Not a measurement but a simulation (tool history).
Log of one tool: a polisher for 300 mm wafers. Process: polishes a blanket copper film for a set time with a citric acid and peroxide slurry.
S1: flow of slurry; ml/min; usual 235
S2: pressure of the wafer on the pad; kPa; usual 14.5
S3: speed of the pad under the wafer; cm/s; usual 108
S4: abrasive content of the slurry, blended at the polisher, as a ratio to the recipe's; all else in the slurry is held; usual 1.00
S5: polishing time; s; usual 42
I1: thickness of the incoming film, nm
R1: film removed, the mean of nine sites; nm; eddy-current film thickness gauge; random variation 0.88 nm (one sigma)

run	hour	S1	S2	S3	S4	S5	I1	R1
1	0.0	235	14.5	84	1.00	42	974.5	43.4
2	13.9	235	14.5	84	1.00	42	938.9	42.9
3	36.0	235	14.5	108	1.00	42	962.6	53.0
4	71.9	260	14.5	108	1.00	42	950.0	52.4
# hour 96.2: slurry blender recalibrated
5	99.6	175	14.5	108	1.00	42	946.8	56.0
# hour 124.3: worn pad replaced by a new one
6	124.8	175	14.5	108	1.00	42	962.0	55.2
7	135.6	235	14.5	82	1.00	42	938.6	45.6
8	155.6	235	14.5	108	1.00	42	941.4	56.7
9	173.7	235	14.5	108	1.00	42	951.5	56.3
10	195.2	235	14.5	108	1.00	42	960.4	58.4
11	225.0	235	14.5	108	1.00	42	949.8	57.3
12	251.5	235	14.5	108	1.00	42	949.9	58.4
# hour 271.7: worn pad replaced by a new one, of another model than before
13	272.2	235	14.5	108	1.00	42	961.4	56.7
14	292.9	235	14.5	132	1.00	42	955.3	65.6
15	310.5	255	10.3	108	1.00	42	960.4	43.0
# hour 330.9: head pressure recalibrated
16	340.6	310	14.5	108	1.00	54	969.6	73.6
# hour 408.0: slurry blender recalibrated
# hour 434.8: worn pad replaced by a new one
17	435.3	235	14.5	108	1.00	42	964.5	56.9
18	464.3	165	14.5	108	1.00	42	974.8	57.9
# hour 489.3: slurry nozzle cleaned
19	496.3	235	14.5	108	1.00	42	964.2	58.9
20	511.5	235	14.5	108	1.00	42	968.2	56.6
21	532.1	235	14.5	108	1.00	42	977.0	57.2
22	562.1	235	14.5	108	1.00	42	959.6	57.9
# hour 595.2: worn pad replaced by a new one
23	596.3	235	14.5	108	1.10	52	954.4	72.1
24	632.1	235	11.0	74	1.00	42	950.4	36.7
# hour 642.4: head pressure recalibrated
25	659.0	235	14.5	108	1.00	42	952.1	56.3
26	683.8	235	14.5	108	1.00	57	960.4	75.0
27	702.7	210	10.3	122	1.00	42	963.0	46.3
# hour 734.1: slurry blender recalibrated
28	734.6	165	11.7	108	1.00	42	965.5	49.0
# hour 739.1: worn pad replaced by a new one
29	753.9	235	11.7	108	1.00	29	963.6	34.3

Forecast each of these 5 alternatives for the next run:
A	754.3	235	17.2	108	1.00	42	969.1	?
B	754.3	235	13.1	136	0.70	53	969.1	?
C	754.3	235	14.5	80	1.00	53	969.1	?
D	754.3	160	13.1	84	0.85	42	969.1	?
E	754.3	235	14.5	108	1.20	35	969.1	?

run	R1
A	67.0
B	73.6
C	61.5
D	43.6
E	50.9
Without the tool's hidden state the same runs would have given:
run	R1
A	67.4
B	73.9
C	61.8
D	43.8
E	51.2

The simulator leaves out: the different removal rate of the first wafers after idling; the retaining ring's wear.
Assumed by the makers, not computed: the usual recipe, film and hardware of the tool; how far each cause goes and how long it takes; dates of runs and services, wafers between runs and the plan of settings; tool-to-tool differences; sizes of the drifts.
